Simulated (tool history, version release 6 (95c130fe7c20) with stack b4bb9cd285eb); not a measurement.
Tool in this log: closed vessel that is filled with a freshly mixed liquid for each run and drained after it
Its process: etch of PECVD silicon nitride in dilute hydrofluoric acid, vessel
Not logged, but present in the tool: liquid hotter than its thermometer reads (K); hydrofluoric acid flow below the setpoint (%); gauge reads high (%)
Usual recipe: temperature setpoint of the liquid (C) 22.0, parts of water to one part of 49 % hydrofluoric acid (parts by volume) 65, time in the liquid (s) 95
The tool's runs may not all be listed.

run	hour	temperature setpoint of the liquid (C)	parts of water to one part of 49 % hydrofluoric acid (parts by volume)	time in the liquid (s)	wafers since the last listed run	hours since the thermometer was replaced	hours since the hydrofluoric acid flow meter was replaced	hours since the gauge calibration	read-back film thickness of the PECVD silicon nitride reference wafer, read on the same gauge (nm)	thickness taken off the PECVD silicon nitride on a monitor wafer (Å)
1	0.0	22.0	65	95	0	582.3	459.9	373.1	139.98	56.6
2	13.5	22.0	65	95	1611	595.8	473.4	386.6	140.00	56.5
3	47.0	22.0	65	60	3997	629.3	506.9	420.1	140.00	35.9
4	68.8	22.0	40	95	2601	651.1	528.7	441.9	140.01	90.5
5	103.7	22.0	40	95	4164	686.0	563.6	476.8	139.98	90.8
6	139.3	22.0	40	95	4248	721.6	599.2	512.4	140.02	90.9
7	152.2	22.0	70	95	1539	734.5	612.1	525.3	139.99	52.5
8	178.7	22.0	70	95	3162	761.0	638.6	551.8	139.99	52.5
9	202.6	25.0	65	95	2852	784.9	662.5	575.7	139.98	69.0
10	230.6	25.0	65	95	3341	812.9	690.5	603.7	140.02	69.3
11	255.5	25.0	65	95	2971	837.8	715.4	628.6	139.99	69.7
12	281.2	22.0	50	50	3067	863.5	741.1	654.3	140.00	38.4
# hour 295.4: gauge calibrated
13	314.8	22.0	65	95	4009	897.1	774.7	19.4	139.99	56.6
14	328.2	20.0	90	95	1599	910.5	788.1	32.8	140.00	35.8
15	354.9	24.0	55	95	3186	937.2	814.8	59.5	140.01	76.2
16	371.3	22.0	65	95	1957	953.6	831.2	75.9	140.00	56.6
17	388.3	25.0	40	95	2028	970.6	848.2	92.9	139.98	111.0
18	435.7	23.5	45	110	5656	1018.0	895.6	140.3	139.99	104.2
19	449.6	23.5	50	50	1658	1031.9	909.5	154.2	140.00	42.3
20	481.6	22.0	80	95	3818	1063.9	941.5	186.2	139.97	46.0
21	499.5	27.0	65	95	2136	1081.8	959.4	204.1	139.98	78.8
22	518.0	18.5	75	110	2207	1100.3	977.9	222.6	140.01	44.7
# hour 544.8: hydrofluoric acid flow meter replaced
23	553.9	18.0	65	60	4164	1136.2	9.1	258.5	139.98	28.6
# hour 574.5: thermometer replaced
24	576.9	17.5	45	60	2625	2.4	32.1	281.5	139.99	37.1
25	601.9	22.0	80	135	2983	27.4	57.1	306.5	140.00	64.6
26	615.1	25.5	65	115	1575	40.6	70.3	319.7	139.98	85.1
27	669.4	22.0	95	60	6480	94.9	124.6	374.0	140.02	24.2
28	701.8	20.0	65	125	3866	127.3	157.0	406.4	140.01	64.0
29	715.1	22.0	65	115	1587	140.6	170.3	419.7	140.00	67.6
30	749.1	22.0	65	40	4057	174.6	204.3	453.7	139.99	23.3
31	834.4	25.0	65	95	10179	259.9	289.6	539.0	139.98	68.0
32	858.5	22.0	65	95	2876	284.0	313.7	563.1	139.99	55.5

Measured less the same run without the tool's hidden state. The same run-to-run variation is in both; the gauge's scatter may not be:
run	thickness taken off the PECVD silicon nitride on a monitor wafer (Å)
1	+0.7
2	+0.7
3	+0.4
4	+1.1
5	+1.0
6	+1.1
7	+0.6
8	+0.6
9	+0.6
10	+0.7
11	+0.7
12	+0.4
13	+0.6
14	+0.4
15	+0.8
16	+0.6
17	+1.2
18	+1.1
19	+0.4
20	+0.4
21	+0.6
22	+0.5
23	+1.7
24	-0.1
25	-0.1
26	-0.3
27	-0.1
28	-0.2
29	-0.1
30	-0.1
31	-0.2
32	-0.1

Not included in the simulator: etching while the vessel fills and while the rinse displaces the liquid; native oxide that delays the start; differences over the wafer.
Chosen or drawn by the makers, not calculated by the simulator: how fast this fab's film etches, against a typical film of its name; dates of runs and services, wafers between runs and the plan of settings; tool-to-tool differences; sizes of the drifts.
